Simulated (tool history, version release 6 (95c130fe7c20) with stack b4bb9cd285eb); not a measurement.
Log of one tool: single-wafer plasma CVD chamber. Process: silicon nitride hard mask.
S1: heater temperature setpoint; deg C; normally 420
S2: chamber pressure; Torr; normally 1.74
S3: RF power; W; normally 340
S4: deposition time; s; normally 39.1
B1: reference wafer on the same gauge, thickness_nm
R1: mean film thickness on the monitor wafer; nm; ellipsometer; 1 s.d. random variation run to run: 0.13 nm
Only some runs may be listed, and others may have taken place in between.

| run | hour | S1 | S2 | S3 | S4 | B1 | R1 |
|---|---|---|---|---|---|---|---|
| 1 | 0 | 426 | 1.74 | 340 | 39.1 | 50.567 | 48.901 |
| 2 | 55.4 | 426 | 1.74 | 340 | 39.1 | 50.63 | 48.73 |
| 3 | 86.4 | 426 | 1.74 | 340 | 39.1 | 50.581 | 48.717 |
| 4 | 139.1 | 420 | 1.74 | 340 | 39.1 | 50.653 | 48.678 |
| 5 | 193 | 420 | 1.74 | 340 | 39.1 | 50.6 | 48.859 |
| 6 | 220.1 | 420 | 1.74 | 340 | 39.1 | 50.566 | 48.998 |
| 7 | 280.2 | 420 | 1.74 | 340 | 39.1 | 50.578 | 48.762 |
| 8 | 341.8 | 420 | 1.74 | 340 | 39.1 | 50.596 | 48.8 |
| 9 | 369.7 | 420 | 1.74 | 340 | 39.1 | 50.584 | 48.673 |
| 10 | 427.7 | 420 | 1.74 | 340 | 44.7 | 50.593 | 55.918 |
|  | 434 | gauge calibrated |
| 11 | 476.1 | 420 | 1.74 | 340 | 44.7 | 50.632 | 55.759 |
|  | 531.8 | showerhead replaced |
| 12 | 542.6 | 420 | 1.74 | 340 | 39.1 | 50.614 | 48.828 |
| 13 | 596.1 | 420 | 1.99 | 340 | 39.1 | 50.571 | 50.858 |
| 14 | 651.8 | 408 | 1.74 | 280 | 36.3 | 50.615 | 40.443 |
| 15 | 696.5 | 434 | 1.34 | 325 | 44.3 | 50.639 | 48.811 |
|  | 759.4 | thermocouple changed; heater temperature recalibrated |
| 16 | 759.9 | 420 | 1.74 | 340 | 39.1 | 50.636 | 48.798 |
| 17 | 784.9 | 420 | 1.74 | 340 | 39.1 | 50.597 | 48.796 |
|  | 812.4 | RF generator calibrated |
| 18 | 815.7 | 414 | 1.91 | 340 | 39.1 | 50.615 | 51.406 |
|  | 871.5 | capacitance manometer re-zeroed and calibrated |
| 19 | 872 | 420 | 1.74 | 340 | 39.1 | 50.616 | 48.401 |
| 20 | 918.6 | 420 | 1.74 | 320 | 45.9 | 50.605 | 54.679 |
| 21 | 988 | 420 | 1.74 | 340 | 42.5 | 50.586 | 52.426 |
| 22 | 1025.5 | 420 | 1.74 | 340 | 39.1 | 50.638 | 48.235 |
| 23 | 1090.5 | 411 | 1.74 | 370 | 39.1 | 50.57 | 50.519 |

Predict each of these 4 candidate next runs independently; none follows another, all start after run 23:
| A | 1090.9 | 420 | 1.52 | 340 | 39.1 | ? | ? |
| B | 1090.9 | 431 | 1.31 | 365 | 43.6 | ? | ? |
| C | 1090.9 | 420 | 1.74 | 395 | 39.1 | ? | ? |
| D | 1090.9 | 424 | 1.48 | 275 | 37.1 | ? | ? |

| run | B1 | R1 |
|---|---|---|
| A | 50.604 | 46.205 |
| B | 50.604 | 50.488 |
| C | 50.604 | 52.738 |
| D | 50.604 | 38.198 |
What these runs would have given with no unlogged condition in the tool:
| run | R1 |
|---|---|
| A | 46.46 |
| B | 50.739 |
| C | 53.055 |
| D | 38.449 |
